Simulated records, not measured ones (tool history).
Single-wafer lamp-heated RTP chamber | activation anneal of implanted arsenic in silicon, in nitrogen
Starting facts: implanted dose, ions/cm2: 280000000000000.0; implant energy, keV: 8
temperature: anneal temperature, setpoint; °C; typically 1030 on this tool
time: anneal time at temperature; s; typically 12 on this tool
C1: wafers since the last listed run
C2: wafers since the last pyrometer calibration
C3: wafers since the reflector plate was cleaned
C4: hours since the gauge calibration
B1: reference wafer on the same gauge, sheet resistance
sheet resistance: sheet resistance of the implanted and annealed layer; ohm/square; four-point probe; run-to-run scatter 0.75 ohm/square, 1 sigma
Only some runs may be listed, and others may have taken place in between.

run 1 hour=0.0 | temperature=1030 time=12 | C1=0 C2=3398 C3=3245 C4=578.6 | B1=420.04 | sheet_resistance=350.79
run 2 hour=160.3 | temperature=1030 time=12 | C1=3586 C2=6984 C3=6831 C4=738.9 | B1=419.94 | sheet_resistance=349.72
run 3 hour=188.5 | temperature=1030 time=12 | C1=630 C2=7615 C3=7462 C4=767.1 | B1=420.02 | sheet_resistance=348.35
run 4 hour=217.7 | temperature=1030 time=8 | C1=653 C2=8268 C3=8115 C4=796.3 | B1=419.82 | sheet_resistance=354.72
-- hour=276.6 pyrometer window cleaned and pyrometer calibrated
run 5 hour=284.8 | temperature=1030 time=12 | C1=1322 C2=182 C3=9437 C4=863.4 | B1=419.91 | sheet_resistance=347.39
-- hour=333.9 reflector plate cleaned
run 6 hour=394.2 | temperature=1030 time=12 | C1=2268 C2=2450 C3=1349 C4=972.8 | B1=419.96 | sheet_resistance=351.30
run 7 hour=439.2 | temperature=1030 time=12 | C1=1006 C2=3457 C3=2355 C4=1017.8 | B1=420.12 | sheet_resistance=350.03
run 8 hour=509.3 | temperature=1030 time=12 | C1=1568 C2=5025 C3=3924 C4=1087.9 | B1=420.07 | sheet_resistance=350.34
run 9 hour=563.3 | temperature=1038 time=17 | C1=1208 C2=6233 C3=5132 C4=1141.9 | B1=420.08 | sheet_resistance=342.36
run 10 hour=601.9 | temperature=1038 time=17 | C1=863 C2=7097 C3=5995 C4=1180.5 | B1=419.87 | sheet_resistance=341.41
run 11 hour=666.6 | temperature=1020 time=7 | C1=1447 C2=8544 C3=7443 C4=1245.2 | B1=420.06 | sheet_resistance=358.72
run 12 hour=707.9 | temperature=1008 time=14 | C1=923 C2=9468 C3=8366 C4=1286.5 | B1=420.30 | sheet_resistance=354.31
run 13 hour=734.2 | temperature=1008 time=14 | C1=588 C2=10057 C3=8955 C4=1312.8 | B1=420.01 | sheet_resistance=352.33
-- hour=774.6 pyrometer window cleaned and pyrometer calibrated
run 14 hour=795.4 | temperature=1017 time=16 | C1=1190 C2=465 C3=10145 C4=1374.0 | B1=420.11 | sheet_resistance=348.36
-- hour=828.4 reflector plate cleaned
run 15 hour=828.9 | temperature=1055 time=15 | C1=570 C2=1036 C3=11 C4=1407.5 | B1=419.77 | sheet_resistance=339.13
run 16 hour=870.4 | temperature=1006 time=7 | C1=928 C2=1964 C3=940 C4=1449.0 | B1=419.96 | sheet_resistance=362.53
-- hour=949.6 gauge calibrated
run 17 hour=1072.5 | temperature=1047 time=9 | C1=4521 C2=6485 C3=5461 C4=122.9 | B1=419.83 | sheet_resistance=347.47
run 18 hour=1133.0 | temperature=1006 time=14 | C1=1353 C2=7839 C3=6815 C4=183.4 | B1=419.95 | sheet_resistance=355.49
run 19 hour=1182.8 | temperature=1007 time=10 | C1=1114 C2=8953 C3=7929 C4=233.2 | B1=419.89 | sheet_resistance=356.70
run 20 hour=1211.6 | temperature=1030 time=12 | C1=644 C2=9597 C3=8573 C4=262.0 | B1=419.85 | sheet_resistance=348.70
-- hour=1228.6 pyrometer window cleaned and pyrometer calibrated
run 21 hour=1241.3 | temperature=1040 time=15 | C1=485 C2=284 C3=9058 C4=291.7 | B1=420.12 | sheet_resistance=341.28
-- hour=1284.7 reflector plate cleaned
run 22 hour=1302.9 | temperature=1030 time=12 | C1=1199 C2=1483 C3=407 C4=353.3 | B1=419.90 | sheet_resistance=349.75
run 23 hour=1354.9 | temperature=1057 time=10 | C1=1163 C2=2646 C3=1571 C4=405.3 | B1=419.95 | sheet_resistance=343.31
run 24 hour=1379.2 | temperature=1030 time=10 | C1=543 C2=3190 C3=2114 C4=429.6 | B1=419.92 | sheet_resistance=353.61
run 25 hour=1436.8 | temperature=1048 time=7 | C1=1288 C2=4478 C3=3403 C4=487.2 | B1=420.25 | sheet_resistance=352.40
run 26 hour=1467.7 | temperature=1005 time=8 | C1=691 C2=5169 C3=4094 C4=518.1 | B1=419.95 | sheet_resistance=360.96
run 27 hour=1508.7 | temperature=1042 time=6 | C1=917 C2=6087 C3=5011 C4=559.1 | B1=419.85 | sheet_resistance=355.30
run 28 hour=1557.2 | temperature=1059 time=12 | C1=1085 C2=7172 C3=6096 C4=607.6 | B1=420.19 | sheet_resistance=340.05
run 29 hour=1594.0 | temperature=1030 time=12 | C1=823 C2=7995 C3=6920 C4=644.4 | B1=420.11 | sheet_resistance=349.06
run 30 hour=1645.8 | temperature=1019 time=7 | C1=1158 C2=9154 C3=8078 C4=696.2 | B1=419.95 | sheet_resistance=356.98
-- hour=1666.3 pyrometer window cleaned and pyrometer calibrated
run 31 hour=1676.1 | temperature=1051 time=6 | C1=498 C2=218 C3=8577 C4=726.5 | B1=420.30 | sheet_resistance=351.51
run 32 hour=1722.2 | temperature=1044 time=12 | C1=1031 C2=1249 C3=9609 C4=772.6 | B1=419.96 | sheet_resistance=345.04
-- hour=1762.8 reflector plate cleaned
run 33 hour=1790.4 | temperature=1030 time=12 | C1=1346 C2=2596 C3=616 C4=840.8 | B1=419.89 | sheet_resistance=351.05
run 34 hour=1831.8 | temperature=1006 time=9 | C1=926 C2=3522 C3=1542 C4=882.2 | B1=420.02 | sheet_resistance=360.34
run 35 hour=1893.1 | temperature=1006 time=14 | C1=1371 C2=4893 C3=2913 C4=943.5 | B1=420.05 | sheet_resistance=355.48
run 36 hour=1953.9 | temperature=1043 time=12 | C1=1360 C2=6254 C3=4274 C4=1004.3 | B1=419.99 | sheet_resistance=345.82

Difference, measured minus no-hidden-state, one row per run. Run-to-run variation is common to both terms; the gauge's own scatter need not be:
Hidden state present: true wafer temperature minus pyrometer reading, K; wafer temperature error from the tarnished reflector plate, K; gauge reads high (%).
run=1 sheet_resistance=-0.40
run=2 sheet_resistance=-1.21
run=3 sheet_resistance=-1.41
run=4 sheet_resistance=-1.41
run=5 sheet_resistance=-2.26
run=6 sheet_resistance=-0.30
run=7 sheet_resistance=-0.39
run=8 sheet_resistance=-0.61
run=9 sheet_resistance=-0.99
run=10 sheet_resistance=-1.24
run=11 sheet_resistance=-1.13
run=12 sheet_resistance=-1.63
run=13 sheet_resistance=-1.83
run=14 sheet_resistance=-2.70
run=15 sheet_resistance=-0.01
run=16 sheet_resistance=-0.01
run=17 sheet_resistance=-0.67
run=18 sheet_resistance=-0.90
run=19 sheet_resistance=-1.08
run=20 sheet_resistance=-1.66
run=21 sheet_resistance=-2.17
run=22 sheet_resistance=-0.08
run=23 sheet_resistance=-0.14
run=24 sheet_resistance=-0.16
run=25 sheet_resistance=-0.31
run=26 sheet_resistance=-0.31
run=27 sheet_resistance=-0.53
run=28 sheet_resistance=-1.04
run=29 sheet_resistance=-1.15
run=30 sheet_resistance=-1.14
run=31 sheet_resistance=-1.61
run=32 sheet_resistance=-2.44
run=33 sheet_resistance=-0.04
run=34 sheet_resistance=-0.06
run=35 sheet_resistance=-0.19
run=36 sheet_resistance=-0.47

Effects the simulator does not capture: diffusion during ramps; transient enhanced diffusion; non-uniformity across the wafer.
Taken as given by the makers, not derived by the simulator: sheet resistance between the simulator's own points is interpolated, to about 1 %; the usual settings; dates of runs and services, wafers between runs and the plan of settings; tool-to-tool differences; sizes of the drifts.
